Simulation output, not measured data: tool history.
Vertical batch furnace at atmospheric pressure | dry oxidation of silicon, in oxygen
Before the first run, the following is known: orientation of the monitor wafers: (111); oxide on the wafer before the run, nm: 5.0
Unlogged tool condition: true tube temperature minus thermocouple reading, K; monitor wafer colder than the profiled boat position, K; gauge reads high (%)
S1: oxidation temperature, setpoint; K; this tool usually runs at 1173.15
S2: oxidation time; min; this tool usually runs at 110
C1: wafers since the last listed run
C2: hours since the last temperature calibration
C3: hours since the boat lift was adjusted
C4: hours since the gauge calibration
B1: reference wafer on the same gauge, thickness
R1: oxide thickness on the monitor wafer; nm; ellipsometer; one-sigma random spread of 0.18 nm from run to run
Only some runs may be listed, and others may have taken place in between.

run,hour,S1,S2,C1,C2,C3,C4,B1,R1
1,0,1173.15,110,0,1250.6,862,937.9,46.6,42.32
2,58.5,1173.15,110,771,1309.1,920.5,996.4,46.66,42.35
3,100.6,1173.15,110,555,1351.2,962.6,1038.5,46.6,42.63
4,139.8,1173.15,146,516,1390.4,1001.8,1077.7,46.64,51.08
5,167.3,1173.15,110,362,1417.9,1029.3,1105.2,46.56,42.56
6,232.3,1173.15,110,857,1482.9,1094.3,1170.2,46.63,42.49
7,269.9,1173.15,110,495,1520.5,1131.9,1207.8,46.62,42.68
8,303.8,1173.15,110,446,1554.4,1165.8,1241.7,46.67,42.56
9,378.8,1173.15,110,988,1629.4,1240.8,1316.7,46.58,42.66
10,419.8,1173.15,150,540,1670.4,1281.8,1357.7,46.61,52.81
11,468.9,1173.15,150,647,1719.5,1330.9,1406.8,46.61,52.62
12,527.3,1173.15,150,770,1777.9,1389.3,1465.2,46.63,52.61
13,624.5,1173.15,140,1281,1875.1,1486.5,1562.4,46.59,50.26
14,664.4,1173.15,110,526,1915,1526.4,1602.3,46.62,42.64
15,717.3,1173.15,110,697,1967.9,1579.3,1655.2,46.58,42.85
# hour 747.4: thermocouples replaced and temperature profile calibrated
# hour 754.1: boat lift adjusted
16,755.8,1186.15,110,102,8.4,1.7,1693.7,46.65,49.58
# hour 769.8: gauge calibrated
17,780.4,1186.15,110,324,33,26.3,10.6,46.67,49.44
18,849.9,1186.15,110,916,102.5,95.8,80.1,46.55,49.88
19,913.6,1173.15,110,839,166.2,159.5,143.8,46.56,43.82
# hour 967.8: thermocouples replaced and temperature profile calibrated, repeated, since the last time left the tool worse
20,968.3,1173.15,110,404,0.5,214.2,198.5,46.6,41.73
21,995.6,1173.15,110,359,27.8,241.5,225.8,46.63,41.99
22,1036.1,1161.15,110,534,68.3,282,266.3,46.55,37.26
23,1079.7,1192.15,110,574,111.9,325.6,309.9,46.67,50.37
24,1137.5,1173.15,134.5,762,169.7,383.4,367.7,46.64,47.84
25,1195.3,1154.15,63,762,227.5,441.2,425.5,46.64,24.5
26,1230.9,1173.15,110,469,263.1,476.8,461.1,46.57,41.93
27,1281.4,1173.15,110,665,313.6,527.3,511.6,46.58,41.87
28,1308.8,1159.15,93.5,361,341,554.7,539,46.57,32.85
29,1333.5,1188.15,132.5,325,365.7,579.4,563.7,46.55,54.54
30,1361.7,1190.15,80,371,393.9,607.6,591.9,46.6,40.1
31,1412.2,1173.15,110,665,444.4,658.1,642.4,46.64,41.91
32,1468.5,1162.15,94.5,742,500.7,714.4,698.7,46.6,34.21
33,1509.3,1173.15,110,537,541.5,755.2,739.5,46.54,41.98
34,1566.4,1149.15,128,752,598.6,812.3,796.6,46.56,36.84
35,1642.1,1173.15,110,998,674.3,888,872.3,46.57,42.11
36,1705.6,1186.15,152.5,837,737.8,951.5,935.8,46.62,59.31
37,1764,1180.15,135.5,770,796.2,1009.9,994.2,46.58,51.51
38,1809.4,1153.15,70.5,598,841.6,1055.3,1039.6,46.62,25.9

Alternative continuations, all from the tool just after run 38; predict every row:
A,1814.6,1173.15,110,68,846.8,1060.5,1044.8,?,?
B,1814.6,1173.15,138,68,846.8,1060.5,1044.8,?,?
C,1814.6,1160.15,135,68,846.8,1060.5,1044.8,?,?

run,B1,R1
A,46.6,42.11
B,46.6,49.01
C,46.6,42.49
With the hidden condition removed and each run's random variation left untouched, the same runs would have given:
run,R1
A,41.8
B,48.65
C,42.18
